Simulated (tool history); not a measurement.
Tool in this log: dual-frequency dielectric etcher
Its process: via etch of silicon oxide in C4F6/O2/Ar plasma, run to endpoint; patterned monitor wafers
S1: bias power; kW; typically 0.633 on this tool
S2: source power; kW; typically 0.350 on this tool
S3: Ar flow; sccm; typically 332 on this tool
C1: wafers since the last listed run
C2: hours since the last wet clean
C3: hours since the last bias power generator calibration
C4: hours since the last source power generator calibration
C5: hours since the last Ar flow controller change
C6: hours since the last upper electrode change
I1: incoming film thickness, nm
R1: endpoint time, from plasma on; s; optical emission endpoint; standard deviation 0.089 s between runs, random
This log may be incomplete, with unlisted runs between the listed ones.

run 1 hour=0.0 | S1=0.633 S2=0.350 S3=332 | C1=0 C2=284.1 C3=3847.5 C4=2113.7 C5=4082.8 C6=3244.8 | I1=79.3 | R1=17.3
run 2 hour=10.1 | S1=0.633 S2=0.350 S3=332 | C1=186 C2=294.2 C3=3857.6 C4=2123.8 C5=4092.9 C6=3254.9 | I1=79.3 | R1=17.1
run 3 hour=26.3 | S1=0.633 S2=0.350 S3=332 | C1=298 C2=310.4 C3=3873.8 C4=2140.0 C5=4109.1 C6=3271.1 | I1=79.2 | R1=17.0
run 4 hour=67.8 | S1=0.633 S2=0.350 S3=332 | C1=765 C2=351.9 C3=3915.3 C4=2181.5 C5=4150.6 C6=3312.6 | I1=79.2 | R1=17.0
run 5 hour=82.0 | S1=0.633 S2=0.350 S3=332 | C1=262 C2=366.1 C3=3929.5 C4=2195.7 C5=4164.8 C6=3326.8 | I1=79.0 | R1=16.9
-- hour=89.8 bias power generator calibrated
-- hour=90.8 source power generator calibrated
run 6 hour=91.3 | S1=0.633 S2=0.350 S3=332 | C1=78 C2=375.4 C3=1.5 C4=0.5 C5=4174.1 C6=3336.1 | I1=78.9 | R1=17.0
run 7 hour=104.5 | S1=0.633 S2=0.350 S3=332 | C1=243 C2=388.6 C3=14.7 C4=13.7 C5=4187.3 C6=3349.3 | I1=78.8 | R1=16.9
run 8 hour=118.8 | S1=0.633 S2=0.350 S3=332 | C1=263 C2=402.9 C3=29.0 C4=28.0 C5=4201.6 C6=3363.6 | I1=79.2 | R1=16.9
-- hour=144.4 Ar flow controller replaced
-- hour=149.6 upper electrode replaced
-- hour=171.7 wet clean of the chamber
run 9 hour=172.2 | S1=0.633 S2=0.420 S3=377 | C1=369 C2=0.5 C3=82.4 C4=81.4 C5=27.8 C6=22.6 | I1=78.8 | R1=17.2
run 10 hour=172.6 | S1=0.571 S2=0.270 S3=384 | C1=7 C2=0.9 C3=82.8 C4=81.8 C5=28.2 C6=23.0 | I1=78.6 | R1=19.8
run 11 hour=172.9 | S1=0.633 S2=0.400 S3=271 | C1=5 C2=1.2 C3=83.1 C4=82.1 C5=28.5 C6=23.3 | I1=79.6 | R1=16.9
run 12 hour=185.8 | S1=0.633 S2=0.380 S3=332 | C1=238 C2=14.1 C3=96.0 C4=95.0 C5=41.4 C6=36.2 | I1=79.9 | R1=17.6
run 13 hour=201.4 | S1=0.633 S2=0.350 S3=251 | C1=287 C2=29.7 C3=111.6 C4=110.6 C5=57.0 C6=51.8 | I1=80.4 | R1=17.2
run 14 hour=214.7 | S1=0.633 S2=0.350 S3=397 | C1=245 C2=43.0 C3=124.9 C4=123.9 C5=70.3 C6=65.1 | I1=79.5 | R1=18.3
run 15 hour=229.2 | S1=0.633 S2=0.350 S3=332 | C1=267 C2=57.5 C3=139.4 C4=138.4 C5=84.8 C6=79.6 | I1=78.2 | R1=17.6
run 16 hour=239.8 | S1=0.674 S2=0.350 S3=306 | C1=195 C2=68.1 C3=150.0 C4=149.0 C5=95.4 C6=90.2 | I1=78.7 | R1=17.1

Each row is a separate what-if for the run after 16, all from the same tool condition, not one after another. Results?
run A hour=240.2 | S1=0.633 S2=0.350 S3=332 | C1=7 C2=68.5 C3=150.4 C4=149.4 C5=95.8 C6=90.6 | I1=79.0 | R1=?
run B hour=240.2 | S1=0.633 S2=0.350 S3=290 | C1=7 C2=68.5 C3=150.4 C4=149.4 C5=95.8 C6=90.6 | I1=79.0 | R1=?
run C hour=240.2 | S1=0.548 S2=0.350 S3=264 | C1=7 C2=68.5 C3=150.4 C4=149.4 C5=95.8 C6=90.6 | I1=79.0 | R1=?

run=A R1=17.6
run=B R1=17.3
run=C R1=17.9
Had the tool no hidden state, the same runs would have come out as:
run=A R1=17.6
run=B R1=17.3
run=C R1=17.9

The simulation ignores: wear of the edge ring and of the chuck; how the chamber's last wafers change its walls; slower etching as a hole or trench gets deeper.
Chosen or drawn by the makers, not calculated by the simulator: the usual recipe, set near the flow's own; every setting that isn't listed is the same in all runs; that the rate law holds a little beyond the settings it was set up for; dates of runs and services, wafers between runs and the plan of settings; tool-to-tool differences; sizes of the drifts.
